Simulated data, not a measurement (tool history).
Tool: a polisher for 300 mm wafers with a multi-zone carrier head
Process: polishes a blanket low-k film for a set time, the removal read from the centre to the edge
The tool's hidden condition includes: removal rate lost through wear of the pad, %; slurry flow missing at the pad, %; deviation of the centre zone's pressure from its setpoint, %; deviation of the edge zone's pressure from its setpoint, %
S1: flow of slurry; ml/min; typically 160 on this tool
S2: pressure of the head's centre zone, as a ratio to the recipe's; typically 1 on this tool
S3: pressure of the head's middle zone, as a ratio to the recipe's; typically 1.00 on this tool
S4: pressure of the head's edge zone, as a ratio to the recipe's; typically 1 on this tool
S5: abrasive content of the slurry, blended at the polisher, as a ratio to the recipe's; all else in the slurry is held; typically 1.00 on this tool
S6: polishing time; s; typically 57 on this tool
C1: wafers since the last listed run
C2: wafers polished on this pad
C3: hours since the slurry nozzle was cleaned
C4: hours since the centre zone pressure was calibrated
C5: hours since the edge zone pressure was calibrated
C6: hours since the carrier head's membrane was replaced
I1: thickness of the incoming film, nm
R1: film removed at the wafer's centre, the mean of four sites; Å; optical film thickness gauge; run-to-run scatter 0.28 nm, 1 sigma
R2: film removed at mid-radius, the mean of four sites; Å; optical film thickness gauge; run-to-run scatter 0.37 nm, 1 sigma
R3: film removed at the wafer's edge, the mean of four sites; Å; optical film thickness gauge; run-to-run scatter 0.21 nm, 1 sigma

run 1 hour=0.0 | S1=130 S2=1 S3=1.00 S4=1 S5=1.00 S6=57 | C1=0 C2=1228 C3=235.3 C4=784.2 C5=1420.9 C6=996.6 | I1=665.1 | R1=245 R2=252 R3=259
-- hour=1.6 worn pad replaced by a new one
run 2 hour=16.8 | S1=130 S2=1 S3=1.00 S4=1 S5=1.00 S6=57 | C1=186 C2=186 C3=252.1 C4=801.0 C5=1437.7 C6=1013.4 | I1=678.5 | R1=266 R2=276 R3=286
run 3 hour=24.2 | S1=130 S2=1 S3=1.00 S4=1 S5=1.00 S6=57 | C1=91 C2=277 C3=259.5 C4=808.4 C5=1445.1 C6=1020.8 | I1=660.6 | R1=266 R2=273 R3=283
run 4 hour=32.0 | S1=160 S2=1 S3=1.00 S4=1 S5=1.25 S6=41 | C1=95 C2=373 C3=267.3 C4=816.2 C5=1452.9 C6=1028.6 | I1=674.9 | R1=222 R2=226 R3=230
run 5 hour=43.8 | S1=160 S2=1 S3=1.00 S4=1 S5=1.25 S6=41 | C1=145 C2=518 C3=279.1 C4=828.0 C5=1464.7 C6=1040.4 | I1=663.9 | R1=218 R2=218 R3=229
run 6 hour=54.3 | S1=160 S2=1 S3=1.00 S4=1 S5=1.25 S6=41 | C1=129 C2=647 C3=289.6 C4=838.5 C5=1475.2 C6=1050.9 | I1=679.0 | R1=218 R2=222 R3=224
-- hour=60.3 edge zone pressure recalibrated
run 7 hour=61.8 | S1=160 S2=1 S3=0.94 S4=1 S5=0.90 S6=57 | C1=67 C2=715 C3=297.1 C4=846.0 C5=1.5 C6=1058.4 | I1=670.1 | R1=257 R2=248 R3=268
run 8 hour=75.4 | S1=160 S2=1 S3=1.00 S4=1 S5=1.00 S6=57 | C1=167 C2=882 C3=310.7 C4=859.6 C5=15.1 C6=1072.0 | I1=665.1 | R1=261 R2=273 R3=278

For run 9, what comes out?
run 9 hour=82.8 | S1=160 S2=1 S3=1.00 S4=1 S5=0.80 S6=57 | C1=91 C2=973 C3=318.1 C4=867.0 C5=22.5 C6=1079.4 | I1=668.3 | R1=? R2=? R3=?

Run 9 came out at R1 239 Å, R2 243 Å, R3 242 Å.
With no hidden state in the tool, this same run would have given R1 264 Å, R2 267 Å, R3 263 Å.
